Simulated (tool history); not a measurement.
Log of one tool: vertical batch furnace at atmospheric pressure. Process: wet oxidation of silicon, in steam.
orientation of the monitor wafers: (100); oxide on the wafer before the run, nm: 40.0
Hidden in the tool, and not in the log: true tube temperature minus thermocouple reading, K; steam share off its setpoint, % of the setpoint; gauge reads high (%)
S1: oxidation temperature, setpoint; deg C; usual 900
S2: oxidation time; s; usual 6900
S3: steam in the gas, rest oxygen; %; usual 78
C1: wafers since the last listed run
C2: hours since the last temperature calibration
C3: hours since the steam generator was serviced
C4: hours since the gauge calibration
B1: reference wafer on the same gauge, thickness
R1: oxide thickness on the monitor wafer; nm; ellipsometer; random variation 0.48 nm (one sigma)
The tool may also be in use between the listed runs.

| run | hour | S1 | S2 | S3 | C1 | C2 | C3 | C4 | B1 | R1 |
|---|---|---|---|---|---|---|---|---|---|---|
| 1 | 0.0 | 900 | 6900 | 78 | 0 | 4069.8 | 2902.9 | 293.5 | 255.07 | 237.22 |
| 2 | 10.9 | 900 | 6900 | 78 | 140 | 4080.7 | 2913.8 | 304.4 | 255.01 | 235.91 |
|  | 14.7 | gauge calibrated |
| 3 | 25.8 | 900 | 6900 | 78 | 191 | 4095.6 | 2928.7 | 11.1 | 255.00 | 236.56 |
| 4 | 42.7 | 900 | 6900 | 72 | 217 | 4112.5 | 2945.6 | 28.0 | 254.91 | 223.01 |
| 5 | 59.4 | 900 | 6900 | 78 | 214 | 4129.2 | 2962.3 | 44.7 | 254.98 | 236.68 |
| 6 | 69.5 | 900 | 6900 | 78 | 129 | 4139.3 | 2972.4 | 54.8 | 255.19 | 235.94 |
| 7 | 77.7 | 900 | 8790 | 78 | 105 | 4147.5 | 2980.6 | 63.0 | 255.00 | 281.90 |
| 8 | 85.0 | 900 | 8790 | 78 | 93 | 4154.8 | 2987.9 | 70.3 | 254.84 | 283.25 |
| 9 | 99.8 | 900 | 8790 | 78 | 190 | 4169.6 | 3002.7 | 85.1 | 254.76 | 281.65 |
| 10 | 119.1 | 900 | 6900 | 78 | 247 | 4188.9 | 3022.0 | 104.4 | 255.05 | 236.00 |
| 11 | 135.8 | 900 | 6900 | 78 | 214 | 4205.6 | 3038.7 | 121.1 | 255.06 | 235.51 |
| 12 | 148.3 | 900 | 6900 | 78 | 160 | 4218.1 | 3051.2 | 133.6 | 254.91 | 234.70 |
| 13 | 161.5 | 900 | 6900 | 78 | 169 | 4231.3 | 3064.4 | 146.8 | 255.06 | 236.52 |
| 14 | 182.4 | 900 | 6900 | 78 | 268 | 4252.2 | 3085.3 | 167.7 | 254.89 | 234.76 |
| 15 | 201.2 | 900 | 5670 | 83 | 241 | 4271.0 | 3104.1 | 186.5 | 254.97 | 213.26 |
| 16 | 221.0 | 900 | 5670 | 83 | 254 | 4290.8 | 3123.9 | 206.3 | 254.99 | 212.81 |
| 17 | 235.4 | 900 | 6900 | 82 | 185 | 4305.2 | 3138.3 | 220.7 | 254.99 | 242.64 |
| 18 | 243.0 | 900 | 6900 | 78 | 97 | 4312.8 | 3145.9 | 228.3 | 254.79 | 233.76 |
| 19 | 258.1 | 910 | 5280 | 71 | 194 | 4327.9 | 3161.0 | 243.4 | 254.96 | 200.40 |
| 20 | 269.0 | 900 | 6900 | 78 | 140 | 4338.8 | 3171.9 | 254.3 | 255.00 | 233.83 |
|  | 287.6 | gauge calibrated |
|  | 295.3 | thermocouples replaced and temperature profile calibrated |
| 21 | 295.8 | 900 | 6900 | 74 | 35 | 0.5 | 3198.7 | 8.2 | 255.02 | 225.18 |
| 22 | 301.5 | 910 | 8460 | 69 | 73 | 6.2 | 3204.4 | 13.9 | 254.95 | 275.55 |
| 23 | 321.8 | 882 | 10290 | 67 | 260 | 26.5 | 3224.7 | 34.2 | 254.89 | 228.65 |
|  | 358.2 | steam generator serviced |
| 24 | 358.7 | 884 | 6900 | 83 | 165 | 63.4 | 0.5 | 71.1 | 254.91 | 217.46 |
| 25 | 363.7 | 875 | 5190 | 90 | 64 | 68.4 | 5.5 | 76.1 | 255.04 | 168.61 |
| 26 | 368.8 | 913 | 9570 | 87 | 65 | 73.5 | 10.6 | 81.2 | 255.05 | 391.75 |
| 27 | 379.6 | 908 | 9480 | 85 | 138 | 84.3 | 21.4 | 92.0 | 255.02 | 365.50 |
| 28 | 392.1 | 900 | 7980 | 86 | 160 | 96.8 | 33.9 | 104.5 | 254.86 | 299.41 |
| 29 | 406.4 | 923 | 4650 | 84 | 183 | 111.1 | 48.2 | 118.8 | 254.85 | 248.16 |
| 30 | 424.7 | 881 | 4260 | 83 | 235 | 129.4 | 66.5 | 137.1 | 254.97 | 149.53 |
| 31 | 431.9 | 913 | 6900 | 78 | 92 | 136.6 | 73.7 | 144.3 | 255.11 | 285.96 |
| 32 | 448.6 | 900 | 6900 | 78 | 214 | 153.3 | 90.4 | 161.0 | 255.04 | 249.79 |
| 33 | 460.8 | 900 | 6900 | 78 | 156 | 165.5 | 102.6 | 173.2 | 255.03 | 249.61 |

Some steps in R1 between neighbouring runs. How much of each would the tool show without its hidden state too (settings, what came in, random variation), and how much is left for the hidden state, with any gauge scatter that isn't in both results?
Run 6 -> 7: S2 6900 -> 8790. R1 +45.96 nm: hidden state -3.32, all else +49.28.
Run 21 -> 22: S1 900 -> 910, S2 6900 -> 8460, S3 74 -> 69. R1 +50.37 nm: hidden state -3.98, all else +54.35.
Run 23 -> 24: S1 882 -> 884, S2 10290 -> 6900, S3 67 -> 83, steam generator serviced. R1 -11.19 nm: hidden state +16.60, all else -27.79.
Run 25 -> 26: S1 875 -> 913, S2 5190 -> 9570, S3 90 -> 87. R1 +223.14 nm: hidden state -1.93, all else +225.07.
Run 29 -> 30: S1 923 -> 881, S2 4650 -> 4260, S3 84 -> 83. R1 -98.63 nm: hidden state +0.90, all else -99.53.
Run 30 -> 31: S1 881 -> 913, S2 4260 -> 6900, S3 83 -> 78. R1 +136.43 nm: hidden state -1.26, all else +137.69.
